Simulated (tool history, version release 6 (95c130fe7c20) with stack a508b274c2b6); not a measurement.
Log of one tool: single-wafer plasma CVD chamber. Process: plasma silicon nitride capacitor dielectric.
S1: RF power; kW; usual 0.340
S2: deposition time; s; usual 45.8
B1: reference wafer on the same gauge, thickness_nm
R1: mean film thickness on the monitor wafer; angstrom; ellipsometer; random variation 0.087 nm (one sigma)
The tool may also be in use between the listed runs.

| run | hour | S1 | S2 | B1 | R1 |
|---|---|---|---|---|---|
| 1 | 0.0 | 0.340 | 42.1 | 50.631 | 524.56 |
| 2 | 13.3 | 0.340 | 50.0 | 50.603 | 622.35 |
| 3 | 22.1 | 0.390 | 45.8 | 50.598 | 586.93 |
| 4 | 39.4 | 0.390 | 45.8 | 50.609 | 584.26 |
| 5 | 46.5 | 0.390 | 45.8 | 50.596 | 586.75 |
| 6 | 54.9 | 0.340 | 52.7 | 50.598 | 655.03 |
| 7 | 73.9 | 0.340 | 52.7 | 50.609 | 654.01 |
| 8 | 81.8 | 0.340 | 45.8 | 50.618 | 569.28 |
| 9 | 96.4 | 0.340 | 45.8 | 50.587 | 569.05 |
| 10 | 103.3 | 0.340 | 45.8 | 50.582 | 568.66 |
| 11 | 109.8 | 0.340 | 45.8 | 50.604 | 569.54 |
| 12 | 124.5 | 0.340 | 45.8 | 50.608 | 570.61 |
| 13 | 133.9 | 0.340 | 45.8 | 50.603 | 567.92 |
| 14 | 150.6 | 0.340 | 45.8 | 50.591 | 567.96 |
| 15 | 167.4 | 0.340 | 45.8 | 50.612 | 570.62 |
| 16 | 174.9 | 0.340 | 45.8 | 50.561 | 568.76 |
| 17 | 188.2 | 0.340 | 45.8 | 50.617 | 570.37 |
| 18 | 194.3 | 0.300 | 51.3 | 50.623 | 623.48 |
| 19 | 207.7 | 0.340 | 45.8 | 50.595 | 569.63 |
| 20 | 225.7 | 0.340 | 45.8 | 50.605 | 569.92 |
| 21 | 239.3 | 0.340 | 39.3 | 50.615 | 489.43 |
| 22 | 251.9 | 0.375 | 42.6 | 50.616 | 540.64 |
| 23 | 260.9 | 0.340 | 45.8 | 50.614 | 568.40 |
|  | 282.2 | gauge calibrated |
|  | 313.2 | RF generator calibrated |
| 24 | 313.7 | 0.395 | 48.6 | 50.606 | 619.65 |
|  | 329.6 | showerhead replaced |
| 25 | 330.1 | 0.340 | 45.8 | 50.594 | 565.44 |
| 26 | 330.7 | 0.360 | 37.9 | 50.592 | 472.28 |
| 27 | 347.5 | 0.320 | 39.8 | 50.589 | 483.95 |
| 28 | 358.4 | 0.375 | 41.1 | 50.627 | 517.35 |
| 29 | 371.2 | 0.340 | 45.8 | 50.596 | 566.57 |
| 30 | 379.0 | 0.340 | 45.8 | 50.566 | 565.41 |
| 31 | 392.9 | 0.340 | 51.3 | 50.583 | 631.55 |
| 32 | 405.5 | 0.375 | 50.4 | 50.590 | 632.78 |
|  | 426.3 | RF generator calibrated, repeated, since the last time left the tool worse |
| 33 | 426.8 | 0.340 | 45.8 | 50.591 | 575.01 |
| 34 | 438.2 | 0.365 | 42.7 | 50.591 | 543.47 |
| 35 | 449.2 | 0.365 | 38.1 | 50.604 | 486.96 |
| 36 | 463.2 | 0.385 | 37.5 | 50.596 | 484.60 |
| 37 | 472.9 | 0.310 | 45.8 | 50.608 | 565.34 |
| 38 | 482.5 | 0.340 | 45.8 | 50.594 | 576.68 |
| 39 | 496.5 | 0.340 | 45.8 | 50.607 | 576.02 |
| 40 | 506.1 | 0.285 | 50.2 | 50.605 | 608.72 |
| 41 | 523.4 | 0.385 | 37.5 | 50.597 | 482.94 |
| 42 | 533.4 | 0.320 | 42.0 | 50.605 | 520.84 |
| 43 | 547.1 | 0.285 | 42.1 | 50.623 | 510.95 |

The same runs without the tool's hidden state, with the same run-to-run variation:
The hidden state here: delivered RF power above the setpoint (%); gauge reads high (%).
| run | R1 |
|---|---|
| 1 | 531.30 |
| 2 | 630.36 |
| 3 | 594.49 |
| 4 | 591.80 |
| 5 | 594.34 |
| 6 | 663.51 |
| 7 | 662.50 |
| 8 | 576.68 |
| 9 | 576.46 |
| 10 | 576.07 |
| 11 | 576.98 |
| 12 | 578.07 |
| 13 | 575.35 |
| 14 | 575.41 |
| 15 | 578.12 |
| 16 | 576.25 |
| 17 | 577.89 |
| 18 | 631.70 |
| 19 | 577.16 |
| 20 | 577.46 |
| 21 | 495.92 |
| 22 | 547.82 |
| 23 | 575.95 |
| 24 | 632.38 |
| 25 | 577.24 |
| 26 | 482.13 |
| 27 | 494.19 |
| 28 | 528.40 |
| 29 | 578.80 |
| 30 | 577.69 |
| 31 | 645.41 |
| 32 | 646.80 |
| 33 | 575.13 |
| 34 | 543.69 |
| 35 | 487.25 |
| 36 | 485.00 |
| 37 | 565.89 |
| 38 | 577.33 |
| 39 | 576.80 |
| 40 | 609.63 |
| 41 | 483.79 |
| 42 | 521.84 |
| 43 | 512.03 |
